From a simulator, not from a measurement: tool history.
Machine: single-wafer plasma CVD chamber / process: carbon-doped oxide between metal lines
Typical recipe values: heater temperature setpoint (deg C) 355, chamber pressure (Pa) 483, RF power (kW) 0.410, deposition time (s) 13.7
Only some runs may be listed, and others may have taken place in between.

| run | hour | heater temperature setpoint (deg C) | chamber pressure (Pa) | RF power (kW) | deposition time (s) | wafers since the last listed run | hours since the last thermocouple change | hours since the last RF generator calibration | hours since the last manometer calibration | hours since the showerhead was replaced | hours since the gauge calibration | read-back reference wafer on the same gauge, thickness_nm | mean film thickness on the monitor wafer (nm) |
|---|---|---|---|---|---|---|---|---|---|---|---|---|---|
| 1 | 0.0 | 355 | 483 | 0.410 | 13.7 | 0 | 2086.4 | 1742.9 | 1679.4 | 5666.1 | 177.8 | 68.945 | 57.921 |
| 2 | 19.8 | 355 | 483 | 0.410 | 13.7 | 950 | 2106.2 | 1762.7 | 1699.2 | 5685.9 | 197.6 | 69.043 | 57.861 |
| 3 | 55.6 | 355 | 483 | 0.410 | 13.7 | 1718 | 2142.0 | 1798.5 | 1735.0 | 5721.7 | 233.4 | 69.013 | 57.987 |
|  | 80.0 | gauge calibrated |
| 4 | 89.8 | 355 | 483 | 0.410 | 13.7 | 1642 | 2176.2 | 1832.7 | 1769.2 | 5755.9 | 9.8 | 69.006 | 57.678 |
| 5 | 116.3 | 355 | 483 | 0.410 | 13.7 | 1272 | 2202.7 | 1859.2 | 1795.7 | 5782.4 | 36.3 | 68.967 | 57.696 |
| 6 | 137.8 | 355 | 483 | 0.410 | 13.7 | 1032 | 2224.2 | 1880.7 | 1817.2 | 5803.9 | 57.8 | 68.995 | 57.626 |
|  | 148.9 | showerhead replaced |
| 7 | 167.1 | 355 | 483 | 0.410 | 13.7 | 1022 | 2253.5 | 1910.0 | 1846.5 | 18.2 | 87.1 | 69.059 | 57.582 |
| 8 | 186.1 | 355 | 483 | 0.410 | 13.7 | 912 | 2272.5 | 1929.0 | 1865.5 | 37.2 | 106.1 | 68.996 | 57.589 |
| 9 | 203.9 | 355 | 483 | 0.410 | 13.7 | 854 | 2290.3 | 1946.8 | 1883.3 | 55.0 | 123.9 | 68.976 | 57.289 |
| 10 | 237.8 | 355 | 483 | 0.410 | 13.7 | 1627 | 2324.2 | 1980.7 | 1917.2 | 88.9 | 157.8 | 69.004 | 57.087 |

The next listed run, before its measurement:
|  | 265.6 | capacitance manometer re-zeroed and calibrated |
| 11 | 266.1 | 355 | 483 | 0.410 | 14.8 | 974 | 2352.5 | 2009.0 | 0.5 | 117.2 | 186.1 | ? | ? |

{"run 11": {"read-back reference wafer on the same gauge, thickness_nm": 69.01, "mean film thickness on the monitor wafer (nm)": 61.636}}
Without the tool's hidden state the same run would have given mean film thickness on the monitor wafer (nm) 65.458.
